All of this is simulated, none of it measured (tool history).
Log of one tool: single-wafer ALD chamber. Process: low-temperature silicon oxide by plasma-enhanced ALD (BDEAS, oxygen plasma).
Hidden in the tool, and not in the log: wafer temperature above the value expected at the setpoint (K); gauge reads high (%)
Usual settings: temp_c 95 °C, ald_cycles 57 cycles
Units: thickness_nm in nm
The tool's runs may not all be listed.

| run | hour | temp_c | ald_cycles | wafers since the last listed run | hours since the last thermocouple change | hours since the gauge calibration | read-back reference wafer on the same gauge, thickness_nm | thickness_nm |
|---|---|---|---|---|---|---|---|---|
| 1 | 0 | 95 | 50 | 0 | 2035.5 | 101.6 | 9.133 | 6.845 |
| 2 | 7.9 | 95 | 57 | 49 | 2043.4 | 109.5 | 9.125 | 7.842 |
| 3 | 14.5 | 95 | 57 | 41 | 2050 | 116.1 | 9.132 | 7.825 |
| 4 | 21.3 | 95 | 57 | 42 | 2056.8 | 122.9 | 9.126 | 7.835 |
| 5 | 29.2 | 95 | 57 | 49 | 2064.7 | 130.8 | 9.138 | 7.837 |
| 6 | 46.2 | 95 | 57 | 107 | 2081.7 | 147.8 | 9.129 | 7.829 |
| 7 | 52.6 | 95 | 57 | 40 | 2088.1 | 154.2 | 9.134 | 7.83 |
| 8 | 64.8 | 95 | 57 | 77 | 2100.3 | 166.4 | 9.126 | 7.841 |
| 9 | 81.9 | 95 | 57 | 108 | 2117.4 | 183.5 | 9.128 | 7.832 |
|  | 90.9 | thermocouple changed; heater temperature recalibrated |
| 10 | 94.5 | 95 | 57 | 29 | 3.6 | 196.1 | 9.128 | 7.87 |
|  | 105.5 | gauge calibrated |
| 11 | 106.4 | 95 | 65 | 75 | 15.5 | 0.9 | 9.134 | 8.933 |
| 12 | 119 | 95 | 57 | 79 | 28.1 | 13.5 | 9.133 | 7.818 |
| 13 | 130.3 | 101 | 66 | 71 | 39.4 | 24.8 | 9.128 | 8.893 |
| 14 | 141.1 | 85 | 61 | 68 | 50.2 | 35.6 | 9.126 | 8.699 |
| 15 | 158.2 | 106 | 49 | 108 | 67.3 | 52.7 | 9.133 | 6.547 |
| 16 | 172.3 | 95 | 57 | 89 | 81.4 | 66.8 | 9.135 | 7.835 |
| 17 | 182.8 | 108 | 68 | 66 | 91.9 | 77.3 | 9.133 | 9.061 |
| 18 | 192.4 | 85 | 60 | 60 | 101.5 | 86.9 | 9.13 | 8.577 |
| 19 | 209.5 | 81 | 64 | 108 | 118.6 | 104 | 9.135 | 9.275 |
| 20 | 226 | 102 | 64 | 104 | 135.1 | 120.5 | 9.133 | 8.589 |
| 21 | 237.7 | 85 | 53 | 73 | 146.8 | 132.2 | 9.126 | 7.556 |
| 22 | 284.5 | 82 | 57 | 295 | 193.6 | 179 | 9.132 | 8.208 |
| 23 | 302.1 | 104 | 65 | 111 | 211.2 | 196.6 | 9.129 | 8.699 |

Forecast each of these 4 alternatives for the next run:
| A | 302.6 | 95 | 57 | 3 | 211.7 | 197.1 | ? | ? |
| B | 302.6 | 87 | 52 | 3 | 211.7 | 197.1 | ? | ? |
| C | 302.6 | 81 | 54 | 3 | 211.7 | 197.1 | ? | ? |
| D | 302.6 | 106 | 61 | 3 | 211.7 | 197.1 | ? | ? |

| run | read-back reference wafer on the same gauge, thickness_nm | thickness_nm |
|---|---|---|
| A | 9.127 | 7.814 |
| B | 9.127 | 7.347 |
| C | 9.127 | 7.8 |
| D | 9.127 | 8.112 |
Without the tool's hidden state the same runs would have given:
| run | thickness_nm |
|---|---|
| A | 7.814 |
| B | 7.347 |
| C | 7.8 |
| D | 8.112 |

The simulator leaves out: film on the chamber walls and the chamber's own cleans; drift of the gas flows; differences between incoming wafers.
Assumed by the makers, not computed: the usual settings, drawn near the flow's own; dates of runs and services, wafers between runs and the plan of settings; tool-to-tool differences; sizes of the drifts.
